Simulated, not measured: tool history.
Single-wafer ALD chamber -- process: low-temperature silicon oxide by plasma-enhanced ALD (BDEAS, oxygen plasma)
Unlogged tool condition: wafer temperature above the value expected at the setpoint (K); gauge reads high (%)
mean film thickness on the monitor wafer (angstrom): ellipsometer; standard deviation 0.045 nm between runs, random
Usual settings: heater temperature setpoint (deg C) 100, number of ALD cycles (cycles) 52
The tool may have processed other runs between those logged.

run	hour	heater temperature setpoint (deg C)	number of ALD cycles (cycles)	wafers since the last listed run	hours since the last thermocouple change	hours since the gauge calibration	read-back reference wafer on the same gauge, thickness_nm	mean film thickness on the monitor wafer (angstrom)
1	0	96	52	0	574.2	717.5	6.831	83.69
2	37.7	96	52	203	611.9	755.2	6.832	83.27
3	81.2	100	52	235	655.4	798.7	6.827	82.66
4	138.5	100	52	309	712.7	856	6.888	83.2
5	274.3	100	52	733	848.5	991.8	6.93	83.62
6	342.6	90	52	369	916.8	1060.1	6.966	86.36
7	406	90	52	342	980.2	1123.5	6.993	87.12
8	457.6	90	55	278	1031.8	1175.1	7.026	92.29
# hour 458.2: gauge calibrated
# hour 494.4: thermocouple changed; heater temperature recalibrated
9	507.4	90	55	225	13	49.2	6.761	89.24
10	548.2	100	52	220	53.8	90	6.728	82.16
11	611.5	105	46	342	117.1	153.3	6.758	71.34
12	656.7	93	59	244	162.3	198.5	6.754	94.55
13	686	100	52	158	191.6	227.8	6.769	81.85
14	748.9	109	52	339	254.5	290.7	6.774	81.24
15	785.9	100	61	199	291.5	327.7	6.757	95.98
16	857.4	92	43	386	363	399.2	6.777	69.81
17	925.3	88	55	366	430.9	467.1	6.789	90.56
18	954.9	95	48	159	460.5	496.7	6.789	77.58
19	1024.4	100	52	375	530	566.2	6.827	82.95
20	1059.6	86	52	190	565.2	601.4	6.816	86.86

Measured minus without-hidden-state, run by run (identical run-to-run variation in each term; gauge scatter may differ):
run	mean film thickness on the monitor wafer (angstrom)
1	+1.01
2	+1.16
3	+1.34
4	+1.6
5	+2.28
6	+2.74
7	+3.14
8	+3.67
9	+0.09
10	+0.1
11	+0.12
12	+0.21
13	+0.22
14	+0.31
15	+0.43
16	+0.43
17	+0.74
18	+0.71
19	+0.96
20	+1.12

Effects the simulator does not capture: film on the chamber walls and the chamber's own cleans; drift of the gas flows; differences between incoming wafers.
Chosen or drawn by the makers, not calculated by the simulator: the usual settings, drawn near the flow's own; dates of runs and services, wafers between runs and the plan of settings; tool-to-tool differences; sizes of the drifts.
